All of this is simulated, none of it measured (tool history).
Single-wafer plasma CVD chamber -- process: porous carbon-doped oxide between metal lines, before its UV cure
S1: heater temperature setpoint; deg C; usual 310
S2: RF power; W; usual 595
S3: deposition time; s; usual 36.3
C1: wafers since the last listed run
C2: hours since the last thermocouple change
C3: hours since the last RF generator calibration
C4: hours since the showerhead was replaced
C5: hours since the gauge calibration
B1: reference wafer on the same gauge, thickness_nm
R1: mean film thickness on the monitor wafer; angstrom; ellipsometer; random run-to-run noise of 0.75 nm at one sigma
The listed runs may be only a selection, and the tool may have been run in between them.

| run | hour | S1 | S2 | S3 | C1 | C2 | C3 | C4 | C5 | B1 | R1 |
|---|---|---|---|---|---|---|---|---|---|---|---|
| 1 | 0 | 310 | 595 | 36.3 | 0 | 1384.7 | 731.1 | 3251.4 | 63.3 | 203.776 | 1940.92 |
| 2 | 31.9 | 310 | 595 | 36.3 | 1044 | 1416.6 | 763 | 3283.3 | 95.2 | 203.647 | 1949.57 |
| 3 | 66.7 | 310 | 595 | 36.3 | 1139 | 1451.4 | 797.8 | 3318.1 | 130 | 203.122 | 1948.34 |
| 4 | 86.8 | 310 | 595 | 36.3 | 657 | 1471.5 | 817.9 | 3338.2 | 150.1 | 203.008 | 1939.23 |
| 5 | 101.7 | 310 | 595 | 36.3 | 487 | 1486.4 | 832.8 | 3353.1 | 165 | 203.075 | 1937.25 |
| 6 | 135 | 310 | 680 | 36.3 | 1090 | 1519.7 | 866.1 | 3386.4 | 198.3 | 202.872 | 2091.95 |
| 7 | 166.2 | 310 | 595 | 36.3 | 1021 | 1550.9 | 897.3 | 3417.6 | 229.5 | 202.379 | 1940.34 |
| 8 | 184.5 | 310 | 595 | 36.3 | 599 | 1569.2 | 915.6 | 3435.9 | 247.8 | 202.175 | 1933.05 |
| 9 | 214.6 | 310 | 595 | 36.3 | 985 | 1599.3 | 945.7 | 3466 | 277.9 | 201.975 | 1931.18 |
|  | 226.2 | thermocouple changed; heater temperature recalibrated |
| 10 | 232.7 | 310 | 595 | 36.3 | 330 | 6.5 | 963.8 | 3484.1 | 296 | 201.644 | 1945.11 |
| 11 | 249 | 310 | 595 | 36.3 | 533 | 22.8 | 980.1 | 3500.4 | 312.3 | 201.6 | 1932.25 |
|  | 277.2 | showerhead replaced |
| 12 | 279.3 | 310 | 595 | 36.3 | 729 | 53.1 | 1010.4 | 2.1 | 342.6 | 201.591 | 1915.52 |
|  | 299.1 | gauge calibrated |
| 13 | 309.4 | 300 | 550 | 36.3 | 985 | 83.2 | 1040.5 | 32.2 | 10.3 | 203.574 | 1950.55 |
|  | 377.4 | RF generator calibrated |
| 14 | 378.1 | 310 | 595 | 36.3 | 1986 | 151.9 | 0.7 | 100.9 | 79 | 203.097 | 1952.57 |
| 15 | 392.8 | 302 | 560 | 36.3 | 481 | 166.6 | 15.4 | 115.6 | 93.7 | 202.899 | 1957.09 |
| 16 | 406.6 | 296 | 500 | 33.2 | 451 | 180.4 | 29.2 | 129.4 | 107.5 | 202.792 | 1730.2 |
| 17 | 424.8 | 325 | 595 | 34 | 595 | 198.6 | 47.4 | 147.6 | 125.7 | 202.54 | 1705.17 |
| 18 | 447.1 | 310 | 595 | 36.3 | 729 | 220.9 | 69.7 | 169.9 | 148 | 202.318 | 1925.66 |
| 19 | 465.1 | 310 | 595 | 36.3 | 589 | 238.9 | 87.7 | 187.9 | 166 | 202.34 | 1940.33 |
| 20 | 495.7 | 310 | 595 | 36.3 | 1001 | 269.5 | 118.3 | 218.5 | 196.6 | 202.272 | 1919.95 |
| 21 | 515.5 | 310 | 595 | 36.3 | 648 | 289.3 | 138.1 | 238.3 | 216.4 | 202.063 | 1941.54 |
| 22 | 546.8 | 297 | 670 | 36.3 | 1024 | 320.6 | 169.4 | 269.6 | 247.7 | 201.542 | 2186.62 |
| 23 | 624.1 | 310 | 595 | 40.4 | 2530 | 397.9 | 246.7 | 346.9 | 325 | 201.134 | 2143.08 |
| 24 | 638.4 | 319 | 595 | 40.1 | 468 | 412.2 | 261 | 361.2 | 339.3 | 200.844 | 2016.39 |

Branching from run 24: 3 alternative next runs. What would each branch give?
| A | 638.8 | 310 | 480 | 36.3 | 13 | 412.6 | 261.4 | 361.6 | 339.7 | ? | ? |
| B | 638.8 | 324 | 595 | 42.9 | 13 | 412.6 | 261.4 | 361.6 | 339.7 | ? | ? |
| C | 638.8 | 302 | 595 | 36.3 | 13 | 412.6 | 261.4 | 361.6 | 339.7 | ? | ? |

| run | B1 | R1 |
|---|---|---|
| A | 200.767 | 1721.42 |
| B | 200.767 | 2130.05 |
| C | 200.767 | 2004.74 |
With no hidden state in the tool, these same runs would have given:
| run | R1 |
|---|---|
| A | 1748.75 |
| B | 2163.87 |
| C | 2036.56 |
